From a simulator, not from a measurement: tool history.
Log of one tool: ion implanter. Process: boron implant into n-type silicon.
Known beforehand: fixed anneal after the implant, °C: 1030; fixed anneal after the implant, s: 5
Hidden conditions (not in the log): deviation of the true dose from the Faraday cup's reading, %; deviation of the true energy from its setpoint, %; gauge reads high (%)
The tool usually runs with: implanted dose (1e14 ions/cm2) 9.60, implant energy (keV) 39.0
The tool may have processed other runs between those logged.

run	hour	implanted dose (1e14 ions/cm2)	implant energy (keV)	wafers since the last listed run	hours since the last dose calibration	hours since the extraction supply was calibrated	hours since the gauge calibration	read-back reference wafer on the same gauge, sheet resistance	sheet resistance of the implanted and annealed layer (ohm/square)
1	0.0	9.60	43.5	0	864.7	7082.6	91.6	132.01	116.26
2	8.8	9.60	39.0	79	873.5	7091.4	100.4	131.96	116.85
3	16.8	9.60	39.0	71	881.5	7099.4	108.4	132.03	116.95
4	69.4	9.60	39.0	473	934.1	7152.0	161.0	132.03	116.56
5	84.5	9.60	39.0	135	949.2	7167.1	176.1	132.03	116.48
6	98.0	9.60	39.0	121	962.7	7180.6	189.6	132.00	116.54
7	111.3	9.60	39.0	119	976.0	7193.9	202.9	132.08	116.68
8	123.7	9.60	39.0	111	988.4	7206.3	215.3	132.00	116.34
9	131.0	9.60	39.0	65	995.7	7213.6	222.6	132.06	116.16
# hour 141.6: Faraday cup replaced and dose calibrated
10	142.1	9.60	39.0	27	0.5	7224.7	233.7	132.00	120.56
11	170.6	9.60	39.0	256	29.0	7253.2	262.2	132.01	120.78
12	185.5	9.60	39.0	134	43.9	7268.1	277.1	132.02	120.45
# hour 200.8: extraction supply calibrated
13	201.3	8.51	39.0	70	59.7	0.5	292.9	132.02	133.10
14	205.7	9.60	39.0	39	64.1	4.9	297.3	131.96	120.60
15	223.7	9.60	39.0	161	82.1	22.9	315.3	132.00	120.62
16	238.5	6.78	43.5	133	96.9	37.7	330.1	132.05	158.04
17	248.6	10.36	43.0	90	107.0	47.8	340.2	132.03	112.83
18	258.9	11.11	39.0	92	117.3	58.1	350.5	131.95	106.81

Run 19 has not been measured yet. What should we expect?
19	272.4	8.31	39.0	121	130.8	71.6	364.0	?	?

Run 19 produced read-back reference wafer on the same gauge, sheet resistance 132.03, sheet resistance of the implanted and annealed layer (ohm/square) 135.13.
With no hidden state in the tool, this same run would have given sheet resistance of the implanted and annealed layer (ohm/square) 135.53.
